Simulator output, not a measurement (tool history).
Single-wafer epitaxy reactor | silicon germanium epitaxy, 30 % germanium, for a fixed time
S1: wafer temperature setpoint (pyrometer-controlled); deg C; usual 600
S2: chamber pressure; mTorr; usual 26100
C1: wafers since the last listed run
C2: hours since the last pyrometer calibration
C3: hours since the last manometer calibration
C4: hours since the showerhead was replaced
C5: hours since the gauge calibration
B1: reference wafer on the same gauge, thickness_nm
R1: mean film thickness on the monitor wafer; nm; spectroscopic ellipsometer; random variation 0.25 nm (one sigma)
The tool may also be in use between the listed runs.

| run | hour | S1 | S2 | C1 | C2 | C3 | C4 | C5 | B1 | R1 |
|---|---|---|---|---|---|---|---|---|---|---|
| 1 | 0.0 | 600 | 26100 | 0 | 2205.5 | 1831.7 | 5783.4 | 442.5 | 65.126 | 71.305 |
| 2 | 10.9 | 600 | 23300 | 208 | 2216.4 | 1842.6 | 5794.3 | 453.4 | 65.049 | 67.313 |
| 3 | 20.8 | 600 | 23300 | 188 | 2226.3 | 1852.5 | 5804.2 | 463.3 | 65.114 | 67.684 |
| 4 | 34.9 | 600 | 23300 | 269 | 2240.4 | 1866.6 | 5818.3 | 477.4 | 65.147 | 68.635 |
| 5 | 47.9 | 600 | 26100 | 248 | 2253.4 | 1879.6 | 5831.3 | 490.4 | 65.101 | 71.462 |
| 6 | 55.5 | 600 | 26100 | 145 | 2261.0 | 1887.2 | 5838.9 | 498.0 | 65.122 | 71.914 |
| 7 | 72.1 | 600 | 26100 | 316 | 2277.6 | 1903.8 | 5855.5 | 514.6 | 65.107 | 71.676 |
| 8 | 78.4 | 594 | 26100 | 120 | 2283.9 | 1910.1 | 5861.8 | 520.9 | 65.074 | 64.981 |
| 9 | 84.7 | 594 | 26100 | 120 | 2290.2 | 1916.4 | 5868.1 | 527.2 | 65.047 | 65.161 |
|  | 100.0 | gauge calibrated |
|  | 105.2 | capacitance manometer re-zeroed and calibrated |
| 10 | 105.7 | 590 | 22100 | 248 | 2311.2 | 0.5 | 5889.1 | 5.7 | 65.067 | 57.027 |
| 11 | 115.6 | 590 | 22100 | 188 | 2321.1 | 10.4 | 5899.0 | 15.6 | 65.111 | 56.583 |
| 12 | 122.5 | 600 | 26100 | 131 | 2328.0 | 17.3 | 5905.9 | 22.5 | 65.079 | 71.249 |
| 13 | 129.2 | 592 | 31600 | 127 | 2334.7 | 24.0 | 5912.6 | 29.2 | 65.089 | 68.115 |
| 14 | 147.0 | 600 | 26100 | 339 | 2352.5 | 41.8 | 5930.4 | 47.0 | 65.058 | 71.967 |
| 15 | 155.7 | 600 | 26100 | 166 | 2361.2 | 50.5 | 5939.1 | 55.7 | 65.104 | 72.029 |
| 16 | 170.4 | 600 | 26100 | 280 | 2375.9 | 65.2 | 5953.8 | 70.4 | 65.048 | 72.214 |
| 17 | 180.0 | 600 | 26100 | 183 | 2385.5 | 74.8 | 5963.4 | 80.0 | 65.188 | 71.802 |
|  | 192.0 | showerhead replaced |
| 18 | 192.8 | 592 | 31000 | 91 | 2398.3 | 87.6 | 0.8 | 92.8 | 65.073 | 68.053 |
| 19 | 202.4 | 595 | 20100 | 183 | 2407.9 | 97.2 | 10.4 | 102.4 | 65.097 | 59.442 |
| 20 | 211.5 | 604 | 19700 | 173 | 2417.0 | 106.3 | 19.5 | 111.5 | 65.064 | 68.081 |
| 21 | 220.1 | 611 | 29400 | 164 | 2425.6 | 114.9 | 28.1 | 120.1 | 65.130 | 89.709 |
| 22 | 228.4 | 607 | 29000 | 158 | 2433.9 | 123.2 | 36.4 | 128.4 | 65.126 | 84.035 |
|  | 242.7 | pyrometer calibrated |
| 23 | 243.2 | 600 | 26100 | 129 | 0.5 | 138.0 | 51.2 | 143.2 | 65.144 | 63.797 |
| 24 | 252.9 | 607 | 29000 | 185 | 10.2 | 147.7 | 60.9 | 152.9 | 65.068 | 74.754 |
| 25 | 264.0 | 608 | 30600 | 211 | 21.3 | 158.8 | 72.0 | 164.0 | 65.142 | 77.904 |
| 26 | 271.7 | 610 | 23100 | 146 | 29.0 | 166.5 | 79.7 | 171.7 | 65.080 | 71.248 |
| 27 | 287.7 | 594 | 29800 | 305 | 45.0 | 182.5 | 95.7 | 187.7 | 65.050 | 61.555 |
| 28 | 298.0 | 586 | 29600 | 196 | 55.3 | 192.8 | 106.0 | 198.0 | 65.108 | 53.950 |
| 29 | 304.3 | 613 | 32400 | 120 | 61.6 | 199.1 | 112.3 | 204.3 | 65.076 | 86.322 |
| 30 | 312.1 | 600 | 26100 | 148 | 69.4 | 206.9 | 120.1 | 212.1 | 65.057 | 63.931 |
| 31 | 329.4 | 608 | 30100 | 330 | 86.7 | 224.2 | 137.4 | 229.4 | 65.114 | 77.291 |
| 32 | 339.7 | 608 | 29900 | 196 | 97.0 | 234.5 | 147.7 | 239.7 | 65.069 | 77.062 |
| 33 | 349.5 | 600 | 30900 | 187 | 106.8 | 244.3 | 157.5 | 249.5 | 65.126 | 68.409 |
| 34 | 356.9 | 594 | 30200 | 141 | 114.2 | 251.7 | 164.9 | 256.9 | 65.150 | 62.087 |
| 35 | 371.4 | 587 | 26100 | 276 | 128.7 | 266.2 | 179.4 | 271.4 | 65.094 | 51.703 |
| 36 | 378.6 | 588 | 31200 | 137 | 135.9 | 273.4 | 186.6 | 278.6 | 65.198 | 56.790 |

Forecast each of these 3 alternatives for the next run:
| A | 379.0 | 600 | 26100 | 7 | 136.3 | 273.8 | 187.0 | 279.0 | ? | ? |
| B | 379.0 | 612 | 26100 | 7 | 136.3 | 273.8 | 187.0 | 279.0 | ? | ? |
| C | 379.0 | 587 | 24000 | 7 | 136.3 | 273.8 | 187.0 | 279.0 | ? | ? |

| run | B1 | R1 |
|---|---|---|
| A | 65.086 | 63.988 |
| B | 65.086 | 77.447 |
| C | 65.086 | 49.940 |
Without the tool's hidden state the same runs would have given:
| run | R1 |
|---|---|
| A | 64.859 |
| B | 78.477 |
| C | 50.638 |
